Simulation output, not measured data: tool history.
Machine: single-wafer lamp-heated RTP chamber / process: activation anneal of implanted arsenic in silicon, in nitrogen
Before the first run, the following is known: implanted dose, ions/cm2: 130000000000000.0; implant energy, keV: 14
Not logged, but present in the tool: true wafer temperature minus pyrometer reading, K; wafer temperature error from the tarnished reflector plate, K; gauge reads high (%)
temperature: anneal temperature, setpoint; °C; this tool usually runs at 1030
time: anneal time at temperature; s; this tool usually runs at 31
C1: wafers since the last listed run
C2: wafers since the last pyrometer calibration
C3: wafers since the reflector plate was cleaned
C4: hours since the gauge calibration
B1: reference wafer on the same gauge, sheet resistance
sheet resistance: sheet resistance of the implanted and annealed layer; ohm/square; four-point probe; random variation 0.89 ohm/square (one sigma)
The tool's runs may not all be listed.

{"run": 1, "day": 0.0, "temperature": 1030, "time": 31, "C1": 0, "C2": 3753, "C3": 4969, "C4": 292.4, "B1": 639.94, "sheet resistance": 591.6}
{"day": 1.658, "done": "reflector plate cleaned"}
{"run": 2, "day": 1.679, "temperature": 1030, "time": 31, "C1": 632, "C2": 4386, "C3": 8, "C4": 332.7, "B1": 639.97, "sheet resistance": 592.0}
{"run": 3, "day": 4.067, "temperature": 1030, "time": 31, "C1": 1122, "C2": 5508, "C3": 1131, "C4": 390.0, "B1": 640.17, "sheet resistance": 591.38}
{"run": 4, "day": 6.633, "temperature": 1030, "time": 41, "C1": 1206, "C2": 6715, "C3": 2338, "C4": 451.6, "B1": 639.74, "sheet resistance": 586.25}
{"day": 7.217, "done": "pyrometer window cleaned and pyrometer calibrated"}
{"run": 5, "day": 9.512, "temperature": 1030, "time": 41, "C1": 1196, "C2": 1079, "C3": 3535, "C4": 520.7, "B1": 640.2, "sheet resistance": 588.04}
{"day": 15.958, "done": "reflector plate cleaned"}
{"run": 6, "day": 16.988, "temperature": 1030, "time": 31, "C1": 3357, "C2": 4437, "C3": 484, "C4": 700.1, "B1": 640.01, "sheet resistance": 591.09}
{"run": 7, "day": 18.508, "temperature": 1030, "time": 31, "C1": 715, "C2": 5152, "C3": 1199, "C4": 736.6, "B1": 639.99, "sheet resistance": 590.12}
{"day": 20.412, "done": "pyrometer window cleaned and pyrometer calibrated"}
{"run": 8, "day": 20.433, "temperature": 1030, "time": 31, "C1": 748, "C2": 10, "C3": 1947, "C4": 782.8, "B1": 639.55, "sheet resistance": 589.34}
{"run": 9, "day": 21.758, "temperature": 1030, "time": 23, "C1": 622, "C2": 633, "C3": 2570, "C4": 814.6, "B1": 639.73, "sheet resistance": 593.44}
{"run": 10, "day": 23.475, "temperature": 1030, "time": 31, "C1": 807, "C2": 1440, "C3": 3377, "C4": 855.8, "B1": 639.83, "sheet resistance": 589.61}
{"run": 11, "day": 25.146, "temperature": 1030, "time": 31, "C1": 785, "C2": 2226, "C3": 4163, "C4": 895.9, "B1": 639.87, "sheet resistance": 589.26}
{"run": 12, "day": 27.362, "temperature": 1030, "time": 31, "C1": 1042, "C2": 3268, "C3": 5205, "C4": 949.1, "B1": 639.73, "sheet resistance": 589.62}
{"day": 29.788, "done": "reflector plate cleaned"}
{"run": 13, "day": 29.808, "temperature": 1030, "time": 20, "C1": 993, "C2": 4261, "C3": 9, "C4": 1007.8, "B1": 640.11, "sheet resistance": 592.85}
{"run": 14, "day": 31.496, "temperature": 1030, "time": 20, "C1": 793, "C2": 5055, "C3": 802, "C4": 1048.3, "B1": 639.87, "sheet resistance": 594.61}
{"run": 15, "day": 33.108, "temperature": 1016, "time": 31, "C1": 758, "C2": 5813, "C3": 1560, "C4": 1087.0, "B1": 640.32, "sheet resistance": 594.07}
{"run": 16, "day": 35.038, "temperature": 1016, "time": 31, "C1": 907, "C2": 6720, "C3": 2467, "C4": 1133.3, "B1": 639.71, "sheet resistance": 591.27}
{"day": 35.412, "done": "gauge calibrated"}
{"day": 35.775, "done": "pyrometer window cleaned and pyrometer calibrated, repeated, since the last time left the tool worse"}
{"run": 17, "day": 37.792, "temperature": 1016, "time": 31, "C1": 1138, "C2": 948, "C3": 3606, "C4": 57.1, "B1": 640.12, "sheet resistance": 595.33}
{"run": 18, "day": 39.017, "temperature": 1002, "time": 31, "C1": 575, "C2": 1524, "C3": 4182, "C4": 86.5, "B1": 639.77, "sheet resistance": 600.49}
{"run": 19, "day": 40.5, "temperature": 1010, "time": 14, "C1": 697, "C2": 2221, "C3": 4879, "C4": 122.1, "B1": 640.4, "sheet resistance": 602.3}
{"run": 20, "day": 42.454, "temperature": 1030, "time": 26, "C1": 918, "C2": 3140, "C3": 5798, "C4": 169.0, "B1": 640.14, "sheet resistance": 592.78}
{"day": 44.546, "done": "reflector plate cleaned"}
{"run": 21, "day": 44.567, "temperature": 1030, "time": 31, "C1": 836, "C2": 3976, "C3": 9, "C4": 219.7, "B1": 639.97, "sheet resistance": 591.11}
{"run": 22, "day": 46.146, "temperature": 1030, "time": 31, "C1": 742, "C2": 4719, "C3": 751, "C4": 257.6, "B1": 639.74, "sheet resistance": 590.07}
{"run": 23, "day": 47.525, "temperature": 1002, "time": 48, "C1": 648, "C2": 5367, "C3": 1400, "C4": 290.7, "B1": 639.73, "sheet resistance": 593.28}
{"day": 48.929, "done": "pyrometer window cleaned and pyrometer calibrated"}
{"run": 24, "day": 49.338, "temperature": 1030, "time": 31, "C1": 695, "C2": 191, "C3": 2095, "C4": 334.2, "B1": 639.96, "sheet resistance": 593.45}
{"run": 25, "day": 51.4, "temperature": 1030, "time": 37, "C1": 969, "C2": 1161, "C3": 3065, "C4": 383.7, "B1": 640.05, "sheet resistance": 590.82}
{"run": 26, "day": 53.712, "temperature": 1030, "time": 31, "C1": 1087, "C2": 2248, "C3": 4152, "C4": 439.2, "B1": 639.71, "sheet resistance": 593.47}
{"run": 27, "day": 55.138, "temperature": 1017, "time": 23, "C1": 670, "C2": 2918, "C3": 4822, "C4": 473.4, "B1": 639.91, "sheet resistance": 598.04}
{"run": 28, "day": 56.429, "temperature": 1016, "time": 41, "C1": 607, "C2": 3526, "C3": 5430, "C4": 504.4, "B1": 639.87, "sheet resistance": 593.58}
{"run": 29, "day": 57.6, "temperature": 1030, "time": 31, "C1": 550, "C2": 4076, "C3": 5980, "C4": 532.5, "B1": 639.86, "sheet resistance": 591.11}
{"day": 58.512, "done": "reflector plate cleaned"}
{"run": 30, "day": 62.883, "temperature": 1017, "time": 25, "C1": 2327, "C2": 6404, "C3": 2054, "C4": 659.3, "B1": 639.99, "sheet resistance": 595.27}
{"day": 64.138, "done": "pyrometer window cleaned and pyrometer calibrated"}
{"run": 31, "day": 64.717, "temperature": 1049, "time": 45, "C1": 705, "C2": 272, "C3": 2760, "C4": 703.3, "B1": 640.29, "sheet resistance": 578.43}
{"run": 32, "day": 67.062, "temperature": 1055, "time": 45, "C1": 1102, "C2": 1375, "C3": 3863, "C4": 759.6, "B1": 639.96, "sheet resistance": 575.06}
{"run": 33, "day": 68.758, "temperature": 1044, "time": 22, "C1": 797, "C2": 2173, "C3": 4660, "C4": 800.3, "B1": 640.29, "sheet resistance": 594.29}
{"day": 70.775, "done": "reflector plate cleaned"}
{"run": 34, "day": 71.967, "temperature": 1019, "time": 18, "C1": 1351, "C2": 3525, "C3": 559, "C4": 877.3, "B1": 640.22, "sheet resistance": 598.79}

For some of the steps in sheet resistance from one run to the next: how much would appear even if the tool had no hidden state, given the settings, what came in and random variation, and how much remains for the hidden state plus any gauge scatter that the measured result and the result without hidden state don't share?
Run 4 -> 5: pyrometer window cleaned and pyrometer calibrated. sheet resistance +1.79 ohm/square: hidden state +1.80, all else -0.01.
Run 7 -> 8: pyrometer window cleaned and pyrometer calibrated. sheet resistance -0.78 ohm/square: hidden state -1.98, all else +1.20.
Run 16 -> 17: gauge calibrated, pyrometer window cleaned and pyrometer calibrated, repeated, since the last time left the tool worse. sheet resistance +4.06 ohm/square: hidden state +3.74, all else +0.32.
Run 19 -> 20: temperature 1010 -> 1030, time 14 -> 26. sheet resistance -9.52 ohm/square: hidden state -0.30, all else -9.22.
Run 30 -> 31: temperature 1017 -> 1049, time 25 -> 45, pyrometer window cleaned and pyrometer calibrated. sheet resistance -16.84 ohm/square: hidden state +0.81, all else -17.65.
Run 32 -> 33: temperature 1055 -> 1044, time 45 -> 22. sheet resistance +19.23 ohm/square: hidden state +0.08, all else +19.15.
